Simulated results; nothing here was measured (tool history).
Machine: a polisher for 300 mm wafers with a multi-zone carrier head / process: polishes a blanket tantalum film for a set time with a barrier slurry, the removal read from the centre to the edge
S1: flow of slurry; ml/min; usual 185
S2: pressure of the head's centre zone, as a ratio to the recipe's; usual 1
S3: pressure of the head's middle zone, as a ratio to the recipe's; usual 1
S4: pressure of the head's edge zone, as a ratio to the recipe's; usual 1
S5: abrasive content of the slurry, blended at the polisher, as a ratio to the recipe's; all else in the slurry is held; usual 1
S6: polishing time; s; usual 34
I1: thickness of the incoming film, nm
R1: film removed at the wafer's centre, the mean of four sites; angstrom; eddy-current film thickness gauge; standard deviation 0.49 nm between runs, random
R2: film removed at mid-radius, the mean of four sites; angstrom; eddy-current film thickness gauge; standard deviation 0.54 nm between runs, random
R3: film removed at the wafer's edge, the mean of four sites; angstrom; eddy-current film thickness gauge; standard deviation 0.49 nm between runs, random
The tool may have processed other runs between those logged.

run 1 hour=0 | S1=185 S2=1 S3=1 S4=1 S5=1.1 S6=34 | I1=447.7 | R1=357 R2=353 R3=358
run 2 hour=37.2 | S1=185 S2=1 S3=1 S4=1 S5=1.1 S6=34 | I1=454.8 | R1=370 R2=383 R3=384
run 3 hour=49.3 | S1=185 S2=1.09 S3=1 S4=1 S5=1 S6=34 | I1=453.2 | R1=395 R2=372 R3=364
run 4 hour=59.3 | S1=185 S2=1 S3=1 S4=1 S5=1 S6=34 | I1=440.9 | R1=356 R2=369 R3=364
run 5 hour=67.7 | S1=185 S2=1 S3=1 S4=1 S5=1 S6=34 | I1=448 | R1=351 R2=363 R3=359
run 6 hour=82.8 | S1=185 S2=1 S3=1 S4=1 S5=1 S6=34 | I1=448.1 | R1=355 R2=342 R3=344
run 7 hour=92.5 | S1=185 S2=0.93 S3=1 S4=1 S5=1.15 S6=34 | I1=454.1 | R1=320 R2=359 R3=356
run 8 hour=99 | S1=185 S2=0.93 S3=1 S4=1 S5=1.15 S6=34 | I1=453.6 | R1=324 R2=355 R3=350
run 9 hour=108.5 | S1=185 S2=0.93 S3=1 S4=1 S5=1.15 S6=34 | I1=456.6 | R1=317 R2=350 R3=345
run 10 hour=118.5 | S1=185 S2=1 S3=0.94 S4=0.91 S5=1 S6=34 | I1=454.8 | R1=329 R2=324 R3=317
run 11 hour=132.9 | S1=185 S2=1 S3=1 S4=1 S5=1 S6=40 | I1=448 | R1=429 R2=440 R3=433
run 12 hour=149.5 | S1=185 S2=1.03 S3=1 S4=1 S5=1 S6=39 | I1=457.3 | R1=417 R2=416 R3=416
run 13 hour=157.4 | S1=185 S2=1.11 S3=0.95 S4=1 S5=0.8 S6=34 | I1=452.1 | R1=371 R2=334 R3=354
run 14 hour=172.5 | S1=185 S2=1 S3=1 S4=1 S5=1 S6=34 | I1=450.3 | R1=344 R2=352 R3=356
run 15 hour=184.8 | S1=185 S2=1 S3=1 S4=1 S5=1.2 S6=34 | I1=448.6 | R1=350 R2=357 R3=361
run 16 hour=198.2 | S1=245 S2=1 S3=1 S4=1 S5=1 S6=44 | I1=447.3 | R1=444 R2=455 R3=454
run 17 hour=209.4 | S1=185 S2=0.92 S3=0.89 S4=1 S5=1 S6=34 | I1=456.1 | R1=297 R2=313 R3=334
run 18 hour=221.4 | S1=150 S2=1 S3=0.94 S4=1 S5=1 S6=34 | I1=443.2 | R1=370 R2=357 R3=387
run 19 hour=230.5 | S1=185 S2=1 S3=1 S4=1 S5=1 S6=34 | I1=442 | R1=372 R2=376 R3=380

Missing from the log above: 7 entries noted between runs. For each, name the pair of listed runs it sits between and say how the tool's hidden condition differs from the listed run just before to the listed run just after:
Runs 1 to 2: worn pad replaced by a new one (hour 31.2)
  removal rate lost through wear of the pad, %: 9.26 -> 3.1
  difference, measured minus the result without the unlogged condition, R1: -37 -> -12 angstrom; R2: -36 -> -12 angstrom; R3: -37 -> -12 angstrom
Runs 5 to 6: slurry nozzle cleaned (hour 71.4)
  removal rate lost through wear of the pad, %: 7.16 -> 9.18
  difference, measured minus the result without the unlogged condition, R1: -27 -> -35 angstrom; R2: -28 -> -34 angstrom; R3: -28 -> -35 angstrom
Runs 7 to 8: edge zone pressure recalibrated (hour 95.3)
  removal rate lost through wear of the pad, %: 10.5 -> 11.3
  difference, measured minus the result without the unlogged condition, R1: -37 -> -42 angstrom; R2: -42 -> -45 angstrom; R3: -42 -> -44 angstrom
Runs 8 to 9: carrier head's membrane replaced by a new one (hour 108)
  removal rate lost through wear of the pad, %: 11.3 -> 12.6
  difference, measured minus the result without the unlogged condition, R1: -42 -> -46 angstrom; R2: -45 -> -50 angstrom; R3: -44 -> -50 angstrom
Runs 9 to 10: centre zone pressure recalibrated (hour 116.6)
  removal rate lost through wear of the pad, %: 12.6 -> 13.9
  difference, measured minus the result without the unlogged condition, R1: -46 -> -53 angstrom; R2: -50 -> -53 angstrom; R3: -50 -> -51 angstrom
Runs 10 to 11: worn pad replaced by a new one (hour 123.5)
  removal rate lost through wear of the pad, %: 13.9 -> 3.76
  difference, measured minus the result without the unlogged condition, R1: -53 -> -17 angstrom; R2: -53 -> -18 angstrom; R3: -51 -> -17 angstrom
Runs 17 to 18: worn pad replaced by a new one (hour 218.4)
  removal rate lost through wear of the pad, %: 14 -> 1.18
  difference, measured minus the result without the unlogged condition, R1: -48 -> -4 angstrom; R2: -51 -> -5 angstrom; R3: -54 -> -4 angstrom
